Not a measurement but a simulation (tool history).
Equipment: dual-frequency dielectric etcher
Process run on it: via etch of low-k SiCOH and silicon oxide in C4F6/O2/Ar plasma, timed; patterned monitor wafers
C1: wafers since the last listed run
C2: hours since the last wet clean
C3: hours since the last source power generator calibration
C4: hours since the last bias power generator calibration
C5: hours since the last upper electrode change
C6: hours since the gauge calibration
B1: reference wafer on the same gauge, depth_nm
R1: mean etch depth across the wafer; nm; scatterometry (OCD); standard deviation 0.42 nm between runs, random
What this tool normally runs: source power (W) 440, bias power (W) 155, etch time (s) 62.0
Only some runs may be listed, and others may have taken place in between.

run 1 hour=0.0 | source_power_(W)=440 bias_power_(W)=155 etch_time_(s)=62.0 | C1=0 C2=0.5 C3=1868.2 C4=1651.8 C5=4289.5 C6=788.3 | B1=163.1 | R1=157.7
run 2 hour=13.7 | source_power_(W)=500 bias_power_(W)=155 etch_time_(s)=62.0 | C1=133 C2=14.2 C3=1881.9 C4=1665.5 C5=4303.2 C6=802.0 | B1=163.0 | R1=161.1
run 3 hour=72.6 | source_power_(W)=440 bias_power_(W)=155 etch_time_(s)=62.0 | C1=574 C2=73.1 C3=1940.8 C4=1724.4 C5=4362.1 C6=860.9 | B1=162.8 | R1=155.6
run 4 hour=141.7 | source_power_(W)=480 bias_power_(W)=155 etch_time_(s)=62.0 | C1=673 C2=142.2 C3=2009.9 C4=1793.5 C5=4431.2 C6=930.0 | B1=162.9 | R1=157.3
run 5 hour=190.9 | source_power_(W)=480 bias_power_(W)=155 etch_time_(s)=62.0 | C1=479 C2=191.4 C3=2059.1 C4=1842.7 C5=4480.4 C6=979.2 | B1=163.1 | R1=157.3
run 6 hour=258.8 | source_power_(W)=480 bias_power_(W)=155 etch_time_(s)=62.0 | C1=661 C2=259.3 C3=2127.0 C4=1910.6 C5=4548.3 C6=1047.1 | B1=163.0 | R1=156.3
run 7 hour=324.1 | source_power_(W)=440 bias_power_(W)=155 etch_time_(s)=62.0 | C1=636 C2=324.6 C3=2192.3 C4=1975.9 C5=4613.6 C6=1112.4 | B1=162.9 | R1=152.9
-- hour=345.2 source power generator calibrated
run 8 hour=395.4 | source_power_(W)=440 bias_power_(W)=155 etch_time_(s)=62.0 | C1=656 C2=395.9 C3=50.2 C4=2047.2 C5=4684.9 C6=1183.7 | B1=162.8 | R1=153.0
run 9 hour=458.6 | source_power_(W)=440 bias_power_(W)=155 etch_time_(s)=62.0 | C1=616 C2=459.1 C3=113.4 C4=2110.4 C5=4748.1 C6=1246.9 | B1=163.0 | R1=150.8
run 10 hour=486.3 | source_power_(W)=440 bias_power_(W)=155 etch_time_(s)=62.0 | C1=270 C2=486.8 C3=141.1 C4=2138.1 C5=4775.8 C6=1274.6 | B1=162.9 | R1=151.3
-- hour=516.4 wet clean of the chamber
run 11 hour=520.4 | source_power_(W)=440 bias_power_(W)=182 etch_time_(s)=62.0 | C1=98 C2=4.0 C3=175.2 C4=2172.2 C5=4809.9 C6=1308.7 | B1=163.0 | R1=165.6
run 12 hour=550.4 | source_power_(W)=440 bias_power_(W)=155 etch_time_(s)=62.0 | C1=292 C2=34.0 C3=205.2 C4=2202.2 C5=4839.9 C6=1338.7 | B1=162.9 | R1=155.3
-- hour=581.6 gauge calibrated
-- hour=607.8 upper electrode replaced
run 13 hour=608.3 | source_power_(W)=360 bias_power_(W)=139 etch_time_(s)=72.0 | C1=330 C2=91.9 C3=263.1 C4=2260.1 C5=0.5 C6=26.7 | B1=162.9 | R1=166.9
run 14 hour=659.5 | source_power_(W)=360 bias_power_(W)=177 etch_time_(s)=52.5 | C1=499 C2=143.1 C3=314.3 C4=2311.3 C5=51.7 C6=77.9 | B1=163.2 | R1=131.4
run 15 hour=724.7 | source_power_(W)=490 bias_power_(W)=123 etch_time_(s)=62.0 | C1=635 C2=208.3 C3=379.5 C4=2376.5 C5=116.9 C6=143.1 | B1=163.0 | R1=144.6
run 16 hour=788.9 | source_power_(W)=520 bias_power_(W)=193 etch_time_(s)=72.0 | C1=625 C2=272.5 C3=443.7 C4=2440.7 C5=181.1 C6=207.3 | B1=163.0 | R1=199.3
-- hour=832.0 bias power generator calibrated
run 17 hour=835.4 | source_power_(W)=530 bias_power_(W)=116 etch_time_(s)=75.0 | C1=414 C2=319.0 C3=490.2 C4=3.4 C5=227.6 C6=253.8 | B1=162.9 | R1=175.8
run 18 hour=862.8 | source_power_(W)=530 bias_power_(W)=123 etch_time_(s)=50.0 | C1=267 C2=346.4 C3=517.6 C4=30.8 C5=255.0 C6=281.2 | B1=163.1 | R1=119.0
run 19 hour=901.1 | source_power_(W)=440 bias_power_(W)=155 etch_time_(s)=62.0 | C1=373 C2=384.7 C3=555.9 C4=69.1 C5=293.3 C6=319.5 | B1=163.1 | R1=154.8
run 20 hour=943.7 | source_power_(W)=500 bias_power_(W)=117 etch_time_(s)=44.0 | C1=415 C2=427.3 C3=598.5 C4=111.7 C5=335.9 C6=362.1 | B1=163.1 | R1=101.5
run 21 hour=999.9 | source_power_(W)=440 bias_power_(W)=155 etch_time_(s)=62.0 | C1=547 C2=483.5 C3=654.7 C4=167.9 C5=392.1 C6=418.3 | B1=163.0 | R1=153.9
run 22 hour=1061.4 | source_power_(W)=440 bias_power_(W)=181 etch_time_(s)=62.0 | C1=599 C2=545.0 C3=716.2 C4=229.4 C5=453.6 C6=479.8 | B1=163.0 | R1=161.9
-- hour=1090.7 wet clean of the chamber
run 23 hour=1130.2 | source_power_(W)=530 bias_power_(W)=184 etch_time_(s)=62.0 | C1=436 C2=39.5 C3=785.0 C4=298.2 C5=522.4 C6=548.6 | B1=163.0 | R1=176.5
run 24 hour=1303.3 | source_power_(W)=440 bias_power_(W)=155 etch_time_(s)=62.0 | C1=1687 C2=212.6 C3=958.1 C4=471.3 C5=695.5 C6=721.7 | B1=162.9 | R1=156.5
run 25 hour=1340.3 | source_power_(W)=440 bias_power_(W)=174 etch_time_(s)=48.5 | C1=360 C2=249.6 C3=995.1 C4=508.3 C5=732.5 C6=758.7 | B1=162.9 | R1=127.9
run 26 hour=1375.5 | source_power_(W)=440 bias_power_(W)=155 etch_time_(s)=62.0 | C1=343 C2=284.8 C3=1030.3 C4=543.5 C5=767.7 C6=793.9 | B1=163.0 | R1=155.8
run 27 hour=1409.5 | source_power_(W)=440 bias_power_(W)=155 etch_time_(s)=62.0 | C1=331 C2=318.8 C3=1064.3 C4=577.5 C5=801.7 C6=827.9 | B1=163.0 | R1=155.8
run 28 hour=1460.7 | source_power_(W)=440 bias_power_(W)=138 etch_time_(s)=45.5 | C1=499 C2=370.0 C3=1115.5 C4=628.7 C5=852.9 C6=879.1 | B1=163.0 | R1=109.6

Describe how what the log doesn't record of the tool's condition differs between the last listed run preceding each entry between runs and the first listed run following it.
From run 7 to run 8: source power generator calibrated (hour 345.2)
  etch rate over this chamber's usual, %: -2.23 -> -2.7; bias power that arrives over what is set, %: -3.97 -> -4.23
  measured value less the no-hidden-state value, R1: -5.8 -> -6.7 nm
From run 10 to run 11: wet clean of the chamber (hour 516.4)
  etch rate over this chamber's usual, %: -3.29 -> -0.125; bias power that arrives over what is set, %: -4.57 -> -4.7
  measured value less the no-hidden-state value, R1: -7.9 -> -3.3 nm
From run 12 to run 13: gauge calibrated (hour 581.6); upper electrode replaced (hour 607.8)
  etch rate over this chamber's usual, %: -0.322 -> -0.701; bias power that arrives over what is set, %: -4.81 -> -5.04
  measured value less the no-hidden-state value, R1: -3.3 -> -4.4 nm
From run 16 to run 17: bias power generator calibrated (hour 832.0)
  etch rate over this chamber's usual, %: -1.88 -> -2.19; bias power that arrives over what is set, %: -5.8 -> 0.0525
  measured value less the no-hidden-state value, R1: -8.6 -> -3.9 nm
From run 22 to run 23: wet clean of the chamber (hour 1090.7)
  etch rate over this chamber's usual, %: -3.67 -> -0.0941; bias power that arrives over what is set, %: 0.00565 -> -0.0267
  measured value less the no-hidden-state value, R1: -6.2 -> -0.2 nm
